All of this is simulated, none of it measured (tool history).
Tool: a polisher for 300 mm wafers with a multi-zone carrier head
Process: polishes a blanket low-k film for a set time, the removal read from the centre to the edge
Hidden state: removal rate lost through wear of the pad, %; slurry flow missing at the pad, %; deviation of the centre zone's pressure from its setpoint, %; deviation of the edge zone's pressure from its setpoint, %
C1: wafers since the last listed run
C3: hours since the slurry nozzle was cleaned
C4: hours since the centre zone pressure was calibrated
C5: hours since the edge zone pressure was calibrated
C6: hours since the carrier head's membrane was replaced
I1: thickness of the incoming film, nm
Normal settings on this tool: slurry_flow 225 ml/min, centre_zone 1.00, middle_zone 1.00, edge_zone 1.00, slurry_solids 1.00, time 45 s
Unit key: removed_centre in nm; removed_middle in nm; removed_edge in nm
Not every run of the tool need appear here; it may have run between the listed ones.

{"run": 1, "hour": 0.0, "slurry_flow": 225, "centre_zone": 1.0, "middle_zone": 1.0, "edge_zone": 1.0, "slurry_solids": 1.0, "time": 45, "C1": 0, "wafers polished on this pad": 361, "C3": 757.6, "C4": 1052.4, "C5": 486.6, "C6": 1361.6, "I1": 509.2, "removed_centre": 16.0, "removed_middle": 15.1, "removed_edge": 15.1}
{"run": 2, "hour": 17.3, "slurry_flow": 225, "centre_zone": 1.0, "middle_zone": 1.0, "edge_zone": 1.0, "slurry_solids": 1.0, "time": 45, "C1": 177, "wafers polished on this pad": 539, "C3": 774.9, "C4": 1069.7, "C5": 503.9, "C6": 1378.9, "I1": 515.4, "removed_centre": 15.8, "removed_middle": 15.1, "removed_edge": 14.5}
{"run": 3, "hour": 49.1, "slurry_flow": 185, "centre_zone": 1.0, "middle_zone": 1.0, "edge_zone": 1.0, "slurry_solids": 1.0, "time": 45, "C1": 327, "wafers polished on this pad": 866, "C3": 806.7, "C4": 1101.5, "C5": 535.7, "C6": 1410.7, "I1": 509.5, "removed_centre": 15.1, "removed_middle": 14.0, "removed_edge": 14.0}
{"run": 4, "hour": 62.9, "slurry_flow": 185, "centre_zone": 1.0, "middle_zone": 1.0, "edge_zone": 1.0, "slurry_solids": 1.0, "time": 45, "C1": 141, "wafers polished on this pad": 1008, "C3": 820.5, "C4": 1115.3, "C5": 549.5, "C6": 1424.5, "I1": 501.6, "removed_centre": 14.6, "removed_middle": 13.8, "removed_edge": 14.1}
{"run": 5, "hour": 91.9, "slurry_flow": 225, "centre_zone": 0.98, "middle_zone": 1.0, "edge_zone": 1.0, "slurry_solids": 1.0, "time": 45, "C1": 298, "wafers polished on this pad": 1306, "C3": 849.5, "C4": 1144.3, "C5": 578.5, "C6": 1453.5, "I1": 511.6, "removed_centre": 14.7, "removed_middle": 13.8, "removed_edge": 13.9}
{"hour": 97.1, "done": "worn pad replaced by a new one"}
{"run": 6, "hour": 106.9, "slurry_flow": 225, "centre_zone": 0.98, "middle_zone": 1.0, "edge_zone": 1.0, "slurry_solids": 1.0, "time": 45, "C1": 113, "wafers polished on this pad": 100, "C3": 864.5, "C4": 1159.3, "C5": 593.5, "C6": 1468.5, "I1": 506.1, "removed_centre": 16.2, "removed_middle": 15.4, "removed_edge": 15.2}
{"run": 7, "hour": 134.6, "slurry_flow": 225, "centre_zone": 0.98, "middle_zone": 1.0, "edge_zone": 1.0, "slurry_solids": 1.0, "time": 45, "C1": 284, "wafers polished on this pad": 385, "C3": 892.2, "C4": 1187.0, "C5": 621.2, "C6": 1496.2, "I1": 512.1, "removed_centre": 15.9, "removed_middle": 15.0, "removed_edge": 14.9}
{"hour": 145.8, "done": "slurry nozzle cleaned"}
{"hour": 163.6, "done": "centre zone pressure recalibrated"}
{"run": 8, "hour": 164.6, "slurry_flow": 225, "centre_zone": 1.0, "middle_zone": 1.0, "edge_zone": 1.0, "slurry_solids": 1.0, "time": 45, "C1": 277, "wafers polished on this pad": 663, "C3": 18.8, "C4": 1.0, "C5": 651.2, "C6": 1526.2, "I1": 500.9, "removed_centre": 14.4, "removed_middle": 14.7, "removed_edge": 14.5}
{"run": 9, "hour": 195.8, "slurry_flow": 225, "centre_zone": 1.0, "middle_zone": 1.0, "edge_zone": 1.0, "slurry_solids": 1.0, "time": 45, "C1": 320, "wafers polished on this pad": 984, "C3": 50.0, "C4": 32.2, "C5": 682.4, "C6": 1557.4, "I1": 506.9, "removed_centre": 14.1, "removed_middle": 14.2, "removed_edge": 14.2}
{"hour": 202.7, "done": "worn pad replaced by a new one"}
{"run": 10, "hour": 210.7, "slurry_flow": 225, "centre_zone": 1.0, "middle_zone": 1.0, "edge_zone": 1.0, "slurry_solids": 1.0, "time": 45, "C1": 112, "wafers polished on this pad": 82, "C3": 64.9, "C4": 47.1, "C5": 697.3, "C6": 1572.3, "I1": 503.5, "removed_centre": 15.3, "removed_middle": 15.5, "removed_edge": 15.3}
{"run": 11, "hour": 244.8, "slurry_flow": 165, "centre_zone": 1.0, "middle_zone": 1.1, "edge_zone": 1.0, "slurry_solids": 0.8, "time": 33, "C1": 350, "wafers polished on this pad": 433, "C3": 99.0, "C4": 81.2, "C5": 731.4, "C6": 1606.4, "I1": 517.4, "removed_centre": 9.5, "removed_middle": 10.3, "removed_edge": 9.5}
{"run": 12, "hour": 268.7, "slurry_flow": 225, "centre_zone": 1.0, "middle_zone": 0.96, "edge_zone": 1.0, "slurry_solids": 1.15, "time": 45, "C1": 245, "wafers polished on this pad": 678, "C3": 122.9, "C4": 105.1, "C5": 755.3, "C6": 1630.3, "I1": 510.2, "removed_centre": 15.7, "removed_middle": 14.9, "removed_edge": 15.6}
{"run": 13, "hour": 283.2, "slurry_flow": 225, "centre_zone": 1.0, "middle_zone": 1.06, "edge_zone": 1.0, "slurry_solids": 0.8, "time": 34, "C1": 149, "wafers polished on this pad": 828, "C3": 137.4, "C4": 119.6, "C5": 769.8, "C6": 1644.8, "I1": 506.5, "removed_centre": 9.9, "removed_middle": 10.5, "removed_edge": 10.0}
{"run": 14, "hour": 295.4, "slurry_flow": 225, "centre_zone": 1.0, "middle_zone": 1.0, "edge_zone": 1.0, "slurry_solids": 1.0, "time": 45, "C1": 125, "wafers polished on this pad": 953, "C3": 149.6, "C4": 131.8, "C5": 782.0, "C6": 1657.0, "I1": 511.8, "removed_centre": 14.3, "removed_middle": 14.5, "removed_edge": 14.3}
{"hour": 306.8, "done": "worn pad replaced by a new one"}
{"run": 15, "hour": 321.7, "slurry_flow": 225, "centre_zone": 0.97, "middle_zone": 1.0, "edge_zone": 0.91, "slurry_solids": 1.0, "time": 45, "C1": 229, "wafers polished on this pad": 152, "C3": 175.9, "C4": 158.1, "C5": 808.3, "C6": 1683.3, "I1": 518.2, "removed_centre": 14.4, "removed_middle": 15.5, "removed_edge": 14.6}
{"hour": 324.1, "done": "edge zone pressure recalibrated"}
{"hour": 334.7, "done": "carrier head's membrane replaced by a new one"}
{"run": 16, "hour": 356.3, "slurry_flow": 225, "centre_zone": 1.0, "middle_zone": 0.95, "edge_zone": 0.93, "slurry_solids": 1.0, "time": 57, "C1": 283, "wafers polished on this pad": 436, "C3": 210.5, "C4": 192.7, "C5": 32.2, "C6": 21.6, "I1": 506.6, "removed_centre": 19.0, "removed_middle": 17.9, "removed_edge": 18.2}
{"run": 17, "hour": 375.7, "slurry_flow": 225, "centre_zone": 1.0, "middle_zone": 1.0, "edge_zone": 1.0, "slurry_solids": 1.3, "time": 60, "C1": 199, "wafers polished on this pad": 636, "C3": 229.9, "C4": 212.1, "C5": 51.6, "C6": 41.0, "I1": 509.0, "removed_centre": 21.3, "removed_middle": 21.7, "removed_edge": 21.5}
{"run": 18, "hour": 390.7, "slurry_flow": 260, "centre_zone": 1.0, "middle_zone": 1.0, "edge_zone": 1.07, "slurry_solids": 1.0, "time": 30, "C1": 154, "wafers polished on this pad": 790, "C3": 244.9, "C4": 227.1, "C5": 66.6, "C6": 56.0, "I1": 509.6, "removed_centre": 9.8, "removed_middle": 10.0, "removed_edge": 10.1}
{"run": 19, "hour": 413.4, "slurry_flow": 225, "centre_zone": 1.0, "middle_zone": 1.06, "edge_zone": 1.0, "slurry_solids": 0.8, "time": 34, "C1": 233, "wafers polished on this pad": 1023, "C3": 267.6, "C4": 249.8, "C5": 89.3, "C6": 78.7, "I1": 507.7, "removed_centre": 9.9, "removed_middle": 10.4, "removed_edge": 9.7}
{"run": 20, "hour": 426.6, "slurry_flow": 255, "centre_zone": 1.11, "middle_zone": 1.0, "edge_zone": 1.06, "slurry_solids": 1.0, "time": 45, "C1": 135, "wafers polished on this pad": 1159, "C3": 280.8, "C4": 263.0, "C5": 102.5, "C6": 91.9, "I1": 504.0, "removed_centre": 16.1, "removed_middle": 14.3, "removed_edge": 14.5}
{"hour": 433.9, "done": "worn pad replaced by a new one"}
{"run": 21, "hour": 441.1, "slurry_flow": 225, "centre_zone": 1.07, "middle_zone": 1.0, "edge_zone": 1.04, "slurry_solids": 1.0, "time": 45, "C1": 107, "wafers polished on this pad": 73, "C3": 295.3, "C4": 277.5, "C5": 117.0, "C6": 106.4, "I1": 510.3, "removed_centre": 16.6, "removed_middle": 15.4, "removed_edge": 15.3}

What if the next run were any one of these 3? Each begins from the tool's condition after run 21:
{"run": "A", "hour": 441.5, "slurry_flow": 225, "centre_zone": 0.9, "middle_zone": 1.0, "edge_zone": 1.0, "slurry_solids": 1.0, "time": 45, "C1": 4, "wafers polished on this pad": 77, "C3": 295.7, "C4": 277.9, "C5": 117.4, "C6": 106.8, "I1": 506.7, "removed_centre": "?", "removed_middle": "?", "removed_edge": "?"}
{"run": "B", "hour": 441.5, "slurry_flow": 260, "centre_zone": 1.0, "middle_zone": 0.94, "edge_zone": 1.0, "slurry_solids": 1.0, "time": 45, "C1": 4, "wafers polished on this pad": 77, "C3": 295.7, "C4": 277.9, "C5": 117.4, "C6": 106.8, "I1": 506.7, "removed_centre": "?", "removed_middle": "?", "removed_edge": "?"}
{"run": "C", "hour": 441.5, "slurry_flow": 225, "centre_zone": 1.0, "middle_zone": 1.09, "edge_zone": 0.95, "slurry_solids": 1.0, "time": 45, "C1": 4, "wafers polished on this pad": 77, "C3": 295.7, "C4": 277.9, "C5": 117.4, "C6": 106.8, "I1": 506.7, "removed_centre": "?", "removed_middle": "?", "removed_edge": "?"}

run=A removed_centre=13.6 removed_middle=15.2 removed_edge=15.0
run=B removed_centre=15.4 removed_middle=14.7 removed_edge=15.3
run=C removed_centre=15.1 removed_middle=16.3 removed_edge=14.7
Without the tool's unlogged condition, the same runs would have read:
run=A removed_centre=13.6 removed_middle=15.6 removed_edge=15.5
run=B removed_centre=15.4 removed_middle=15.1 removed_edge=15.7
run=C removed_centre=15.1 removed_middle=16.7 removed_edge=15.1

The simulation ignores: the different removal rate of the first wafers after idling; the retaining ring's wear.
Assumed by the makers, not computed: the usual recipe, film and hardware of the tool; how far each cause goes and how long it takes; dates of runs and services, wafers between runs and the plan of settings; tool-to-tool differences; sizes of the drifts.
